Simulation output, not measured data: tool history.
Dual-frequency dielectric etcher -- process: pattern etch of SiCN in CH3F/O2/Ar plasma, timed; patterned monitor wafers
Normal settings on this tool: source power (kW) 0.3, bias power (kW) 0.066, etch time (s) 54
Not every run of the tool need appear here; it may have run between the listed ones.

| run | hour | source power (kW) | bias power (kW) | etch time (s) | read-back reference wafer on the same gauge, depth_nm | mean etch depth across the wafer (angstrom) |
|---|---|---|---|---|---|---|
| 1 | 0 | 0.24 | 0.066 | 54 | 17.3 | 152.5 |
| 2 | 66.2 | 0.3 | 0.066 | 63.5 | 17.3 | 195.6 |
| 3 | 102.1 | 0.3 | 0.066 | 63.5 | 17.3 | 196.3 |
| 4 | 150.9 | 0.3 | 0.066 | 63.5 | 17.3 | 195.4 |
| 5 | 181.1 | 0.3 | 0.066 | 66.5 | 17.3 | 203.2 |
| 6 | 251.2 | 0.3 | 0.066 | 66.5 | 17.3 | 204.7 |
| 7 | 316.6 | 0.3 | 0.066 | 54 | 17.3 | 162.8 |
| 8 | 387.7 | 0.3 | 0.066 | 54 | 17.3 | 163.7 |
| 9 | 420.4 | 0.3 | 0.066 | 62 | 17.3 | 186.9 |
| 10 | 445.1 | 0.3 | 0.066 | 62 | 17.3 | 187.4 |
| 11 | 502.3 | 0.3 | 0.066 | 62 | 17.3 | 186.2 |
| 12 | 546.5 | 0.3 | 0.066 | 54 | 17.3 | 164 |
| 13 | 574.5 | 0.3 | 0.08 | 39 | 17.3 | 127.9 |
| 14 | 615.2 | 0.34 | 0.056 | 63.5 | 17.31 | 189.5 |
| 15 | 657.4 | 0.3 | 0.066 | 54 | 17.29 | 163.6 |
| 16 | 730.4 | 0.3 | 0.066 | 54 | 17.3 | 164.5 |
| 17 | 797.7 | 0.33 | 0.078 | 54 | 17.3 | 182.6 |
| 18 | 863.2 | 0.37 | 0.066 | 50 | 17.3 | 165.7 |
| 19 | 926.8 | 0.25 | 0.051 | 47 | 17.3 | 119.2 |
| 20 | 980.7 | 0.37 | 0.066 | 50 | 17.31 | 164.9 |
| 21 | 1011.4 | 0.37 | 0.066 | 59 | 17.29 | 195.7 |
| 22 | 1062.3 | 0.32 | 0.075 | 54 | 17.3 | 177.5 |
| 23 | 1115.3 | 0.23 | 0.066 | 68 | 17.3 | 186.4 |
| 24 | 1184.9 | 0.23 | 0.057 | 48 | 17.3 | 123.3 |
| 25 | 1223.6 | 0.3 | 0.076 | 40.5 | 17.3 | 131.3 |
| 26 | 1281.8 | 0.3 | 0.066 | 54 | 17.3 | 164.7 |
| 27 | 1343.8 | 0.3 | 0.066 | 54 | 17.29 | 165.5 |
| 28 | 1371.7 | 0.3 | 0.066 | 54 | 17.3 | 165.1 |
| 29 | 1431.2 | 0.37 | 0.066 | 54 | 17.29 | 179.8 |
| 30 | 1457.7 | 0.37 | 0.066 | 50 | 17.3 | 165.4 |
| 31 | 1508 | 0.33 | 0.066 | 40 | 17.31 | 126.8 |

Taken out of this log: 7 entries between the listed runs. Where each belongs, and how the hidden state differs across it:
Between runs 6 and 7: bias power generator calibrated (hour 292.3)
  bias power that arrives over what is set, %: 4.78 -> -0.0685
  measured value less the no-hidden-state value, mean etch depth across the wafer (angstrom): +3.9 -> +0
Between runs 7 and 8: wet clean of the chamber (hour 387.2)
  bias power that arrives over what is set, %: -0.0685 -> 0.287
  measured value less the no-hidden-state value, mean etch depth across the wafer (angstrom): +0 -> +0.2
Between runs 15 and 16: gauge calibrated (hour 708.1); source power generator calibrated (hour 729.9)
  bias power that arrives over what is set, %: 1.43 -> 1.69
  measured value less the no-hidden-state value, mean etch depth across the wafer (angstrom): +1 -> +1.2
Between runs 17 and 18: wet clean of the chamber (hour 854.9)
  bias power that arrives over what is set, %: 1.91 -> 2.11
  measured value less the no-hidden-state value, mean etch depth across the wafer (angstrom): +1.5 -> +1.4
Between runs 19 and 20: upper electrode replaced (hour 976.5)
  bias power that arrives over what is set, %: 2.29 -> 2.44
  measured value less the no-hidden-state value, mean etch depth across the wafer (angstrom): +1.1 -> +1.6
Between runs 26 and 27: wet clean of the chamber (hour 1330.5)
  bias power that arrives over what is set, %: 3.13 -> 3.25
  measured value less the no-hidden-state value, mean etch depth across the wafer (angstrom): +2 -> +2.2
